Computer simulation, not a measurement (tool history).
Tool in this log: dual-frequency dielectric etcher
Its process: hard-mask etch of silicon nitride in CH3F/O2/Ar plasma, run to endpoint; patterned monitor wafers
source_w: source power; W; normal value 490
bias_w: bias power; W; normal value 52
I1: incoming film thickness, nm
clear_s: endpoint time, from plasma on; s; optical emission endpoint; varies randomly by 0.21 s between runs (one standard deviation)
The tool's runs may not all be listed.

run 1 day=0.000 | source_w=490 bias_w=52 | I1=39.52 | clear_s=54.1
run 2 day=0.800 | source_w=490 bias_w=52 | I1=39.78 | clear_s=54.6
run 3 day=1.667 | source_w=490 bias_w=52 | I1=40.08 | clear_s=55.4
run 4 day=2.862 | source_w=440 bias_w=62 | I1=39.66 | clear_s=55.0
run 5 day=3.746 | source_w=390 bias_w=62 | I1=39.67 | clear_s=59.4
run 6 day=4.933 | source_w=390 bias_w=62 | I1=39.62 | clear_s=59.1
-- day=5.450 source power generator calibrated
run 7 day=5.921 | source_w=390 bias_w=62 | I1=39.87 | clear_s=59.2
-- day=6.133 bias power generator calibrated
run 8 day=6.958 | source_w=490 bias_w=52 | I1=39.77 | clear_s=55.2
-- day=8.012 upper electrode replaced
run 9 day=8.033 | source_w=440 bias_w=61 | I1=39.44 | clear_s=54.9
run 10 day=8.612 | source_w=520 bias_w=41 | I1=39.61 | clear_s=57.1
run 11 day=9.596 | source_w=530 bias_w=63 | I1=40.06 | clear_s=49.6
-- day=11.575 wet clean of the chamber
run 12 day=11.596 | source_w=490 bias_w=52 | I1=40.12 | clear_s=57.4
run 13 day=11.817 | source_w=370 bias_w=47 | I1=39.71 | clear_s=70.2
-- day=14.667 wet clean of the chamber, repeated, since the last time left the tool worse
run 14 day=14.688 | source_w=430 bias_w=46 | I1=39.41 | clear_s=60.1
run 15 day=14.825 | source_w=490 bias_w=52 | I1=40.04 | clear_s=54.4
run 16 day=16.254 | source_w=450 bias_w=64 | I1=39.94 | clear_s=52.9
run 17 day=17.538 | source_w=490 bias_w=52 | I1=39.91 | clear_s=54.1

Here are 3 independent what-if runs from the current tool condition. What would each one return?
run A day=17.554 | source_w=600 bias_w=52 | I1=39.81 | clear_s=?
run B day=17.554 | source_w=410 bias_w=52 | I1=39.81 | clear_s=?
run C day=17.554 | source_w=370 bias_w=45 | I1=39.81 | clear_s=?

run=A clear_s=48.4
run=B clear_s=60.3
run=C clear_s=67.8
Take away the tool's hidden state, keep each run's random variation, and the runs would have read:
run=A clear_s=48.1
run=B clear_s=59.9
run=C clear_s=67.4
